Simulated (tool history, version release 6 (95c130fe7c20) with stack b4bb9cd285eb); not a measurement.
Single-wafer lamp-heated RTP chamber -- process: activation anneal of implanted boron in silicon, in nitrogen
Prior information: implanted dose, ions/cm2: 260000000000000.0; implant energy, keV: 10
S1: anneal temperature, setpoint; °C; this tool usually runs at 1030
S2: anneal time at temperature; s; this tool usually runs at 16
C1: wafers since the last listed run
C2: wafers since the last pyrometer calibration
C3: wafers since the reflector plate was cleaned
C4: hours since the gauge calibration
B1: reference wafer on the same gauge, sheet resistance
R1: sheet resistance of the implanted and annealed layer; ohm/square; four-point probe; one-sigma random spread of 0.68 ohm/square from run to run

run,hour,S1,S2,C1,C2,C3,C4,B1,R1
1,0.0,1050,16,0,2722,4960,721.6,393.07,454.98
2,99.9,1030,16,947,3669,5907,821.5,393.19,454.56
3,129.1,1030,16,276,3946,6184,850.7,393.13,455.61
4,158.2,1022,16,275,4222,6459,879.8,392.87,456.07
5,181.6,1030,16,221,4444,6681,903.2,392.90,453.96
6,199.4,1030,16,168,4613,6850,921.0,392.81,455.27
7,214.4,1030,16,142,4755,6992,936.0,392.82,456.01
8,250.4,1030,16,341,5096,7334,972.0,393.00,455.76
9,274.9,1030,16,232,5329,7566,996.5,392.81,456.10
10,299.9,1030,16,237,5566,7803,1021.5,392.82,455.66
11,312.8,1006,16,122,5688,7925,1034.4,393.06,458.42
12,335.2,1006,16,212,5900,8138,1056.8,392.97,460.89
13,354.0,1006,16,178,6079,8316,1075.6,393.08,459.04
14,376.5,1030,16,213,6292,8529,1098.1,393.04,455.03
15,406.4,1043,16,283,6576,8813,1128.0,392.97,454.24
16,431.8,1006,11,240,6816,9054,1153.4,392.88,461.03
# hour 455.5: reflector plate cleaned
17,456.0,1030,18,153,6970,4,1177.6,393.11,455.06
18,484.0,1030,16,265,7235,270,1205.6,393.02,454.35
# hour 569.2: pyrometer window cleaned and pyrometer calibrated
19,569.7,1021,21,736,5,1007,1291.3,393.18,455.31
20,580.3,1002,6,100,105,1107,1301.9,393.05,465.47
21,602.4,1002,21,209,315,1317,1324.0,393.07,459.00
22,623.5,1030,16,200,515,1517,1345.1,393.05,455.05
23,636.9,1030,16,127,642,1644,1358.5,392.99,456.85
24,669.6,1001,13,310,952,1954,1391.2,392.86,461.58
# hour 691.4: gauge calibrated
25,699.0,1030,16,278,1231,2233,7.6,392.77,455.00
26,725.6,1004,12,252,1483,2485,34.2,393.04,460.95
27,757.2,1046,24,299,1782,2784,65.8,393.06,450.52
28,783.9,1010,11,253,2036,3038,92.5,392.99,460.60
29,805.5,1030,16,204,2240,3242,114.1,392.77,456.34
30,826.7,1016,23,201,2441,3443,135.3,392.86,457.31
31,860.2,1030,16,317,2759,3761,168.8,393.22,454.84
32,886.5,1030,9,249,3008,4010,195.1,393.16,458.02
33,903.5,1030,25,161,3170,4171,212.1,393.05,453.42
34,938.9,1009,16,335,3505,4507,247.5,393.01,458.55
35,958.2,1011,24,182,3688,4690,266.8,393.15,456.33
36,984.8,1057,10,252,3940,4942,293.4,393.01,454.93

Hidden condition of the tool, last listed run before each entry between runs versus first listed run after:
After run 16, before run 17: reflector plate cleaned (hour 455.5)
  no hidden state differs between the two runs
After run 18, before run 19: pyrometer window cleaned and pyrometer calibrated (hour 569.2)
  no hidden state differs between the two runs
After run 24, before run 25: gauge calibrated (hour 691.4)
  no hidden state differs between the two runs

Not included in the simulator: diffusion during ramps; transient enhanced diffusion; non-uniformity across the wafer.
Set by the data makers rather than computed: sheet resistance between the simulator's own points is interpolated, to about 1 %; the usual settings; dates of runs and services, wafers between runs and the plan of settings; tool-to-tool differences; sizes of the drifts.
